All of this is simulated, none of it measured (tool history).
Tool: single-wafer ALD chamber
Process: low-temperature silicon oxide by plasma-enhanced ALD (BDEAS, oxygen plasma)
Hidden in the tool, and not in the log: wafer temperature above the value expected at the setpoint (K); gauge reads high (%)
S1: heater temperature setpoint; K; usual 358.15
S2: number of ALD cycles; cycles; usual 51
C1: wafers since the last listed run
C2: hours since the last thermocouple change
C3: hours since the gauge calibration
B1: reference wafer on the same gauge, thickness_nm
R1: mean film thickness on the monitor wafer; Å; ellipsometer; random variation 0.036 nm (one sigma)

run 1 hour=0 | S1=368.15 S2=58 | C1=0 C2=743.7 C3=895.3 | B1=8.992 | R1=82.42
run 2 hour=57.8 | S1=368.15 S2=58 | C1=225 C2=801.5 C3=953.1 | B1=8.99 | R1=82.03
run 3 hour=164.5 | S1=358.15 S2=51 | C1=415 C2=908.2 C3=1059.8 | B1=8.969 | R1=75.71
run 4 hour=267.1 | S1=358.15 S2=59 | C1=399 C2=1010.8 C3=1162.4 | B1=8.97 | R1=86.29
run 5 hour=351.1 | S1=358.15 S2=59 | C1=327 C2=1094.8 C3=1246.4 | B1=8.947 | R1=86.74
run 6 hour=454.9 | S1=358.15 S2=59 | C1=404 C2=1198.6 C3=1350.2 | B1=8.964 | R1=87.46
run 7 hour=531.4 | S1=362.15 S2=56 | C1=298 C2=1275.1 C3=1426.7 | B1=8.972 | R1=82.33
run 8 hour=630.9 | S1=362.15 S2=56 | C1=387 C2=1374.6 C3=1526.2 | B1=8.959 | R1=80.95
run 9 hour=722.1 | S1=358.15 S2=51 | C1=355 C2=1465.8 C3=1617.4 | B1=8.937 | R1=74.93
run 10 hour=812.1 | S1=358.15 S2=49 | C1=350 C2=1555.8 C3=1707.4 | B1=8.933 | R1=72.07
run 11 hour=914.7 | S1=358.15 S2=49 | C1=399 C2=1658.4 C3=1810 | B1=8.915 | R1=71.5
run 12 hour=981.6 | S1=358.15 S2=49 | C1=260 C2=1725.3 C3=1876.9 | B1=8.931 | R1=72.07
run 13 hour=1071.1 | S1=358.15 S2=56 | C1=348 C2=1814.8 C3=1966.4 | B1=8.899 | R1=82.68
run 14 hour=1124.7 | S1=358.15 S2=51 | C1=208 C2=1868.4 C3=2020 | B1=8.876 | R1=74.72
run 15 hour=1225.3 | S1=358.15 S2=51 | C1=392 C2=1969 C3=2120.6 | B1=8.883 | R1=74.84
run 16 hour=1303.4 | S1=349.15 S2=57 | C1=304 C2=2047.1 C3=2198.7 | B1=8.865 | R1=86.25
run 17 hour=1368.5 | S1=348.15 S2=58 | C1=253 C2=2112.2 C3=2263.8 | B1=8.857 | R1=88.12
run 18 hour=1471 | S1=351.15 S2=58 | C1=399 C2=2214.7 C3=2366.3 | B1=8.833 | R1=85.91
run 19 hour=1552.8 | S1=358.15 S2=51 | C1=318 C2=2296.5 C3=2448.1 | B1=8.82 | R1=73.82
-- hour=1589.1 thermocouple changed; heater temperature recalibrated
run 20 hour=1658.9 | S1=369.15 S2=58 | C1=382 C2=69.8 C3=2554.2 | B1=8.814 | R1=80.21
run 21 hour=1899.8 | S1=362.15 S2=56 | C1=939 C2=310.7 C3=2795.1 | B1=8.749 | R1=79.06
-- hour=1961.8 gauge calibrated
run 22 hour=2007.6 | S1=351.15 S2=51 | C1=420 C2=418.5 C3=45.8 | B1=9.009 | R1=78.03
run 23 hour=2090.4 | S1=349.15 S2=43 | C1=322 C2=501.3 C3=128.6 | B1=9.026 | R1=66.72
run 24 hour=2160.3 | S1=353.15 S2=57 | C1=272 C2=571.2 C3=198.5 | B1=9.012 | R1=86.41
run 25 hour=2212 | S1=358.15 S2=51 | C1=201 C2=622.9 C3=250.2 | B1=9.002 | R1=75.41
run 26 hour=2308.2 | S1=350.15 S2=47 | C1=374 C2=719.1 C3=346.4 | B1=9.015 | R1=72.08
run 27 hour=2399.2 | S1=358.15 S2=51 | C1=354 C2=810.1 C3=437.4 | B1=9.01 | R1=76.03
run 28 hour=2475.4 | S1=352.15 S2=51 | C1=297 C2=886.3 C3=513.6 | B1=9.001 | R1=76.93
run 29 hour=2548 | S1=372.15 S2=47 | C1=282 C2=958.9 C3=586.2 | B1=9.004 | R1=65.93

Forecast each of these 4 alternatives for the next run:
run A hour=2548.5 | S1=358.15 S2=51 | C1=1 C2=959.4 C3=586.7 | B1=? | R1=?
run B hour=2548.5 | S1=368.15 S2=51 | C1=1 C2=959.4 C3=586.7 | B1=? | R1=?
run C hour=2548.5 | S1=358.15 S2=45 | C1=1 C2=959.4 C3=586.7 | B1=? | R1=?
run D hour=2548.5 | S1=370.15 S2=56 | C1=1 C2=959.4 C3=586.7 | B1=? | R1=?

run=A B1=8.992 R1=76.02
run=B B1=8.992 R1=73.05
run=C B1=8.992 R1=67.07
run=D B1=8.992 R1=79.56
Without the tool's hidden state the same runs would have given:
run=A R1=75.94
run=B R1=72.97
run=C R1=67
run=D R1=79.47

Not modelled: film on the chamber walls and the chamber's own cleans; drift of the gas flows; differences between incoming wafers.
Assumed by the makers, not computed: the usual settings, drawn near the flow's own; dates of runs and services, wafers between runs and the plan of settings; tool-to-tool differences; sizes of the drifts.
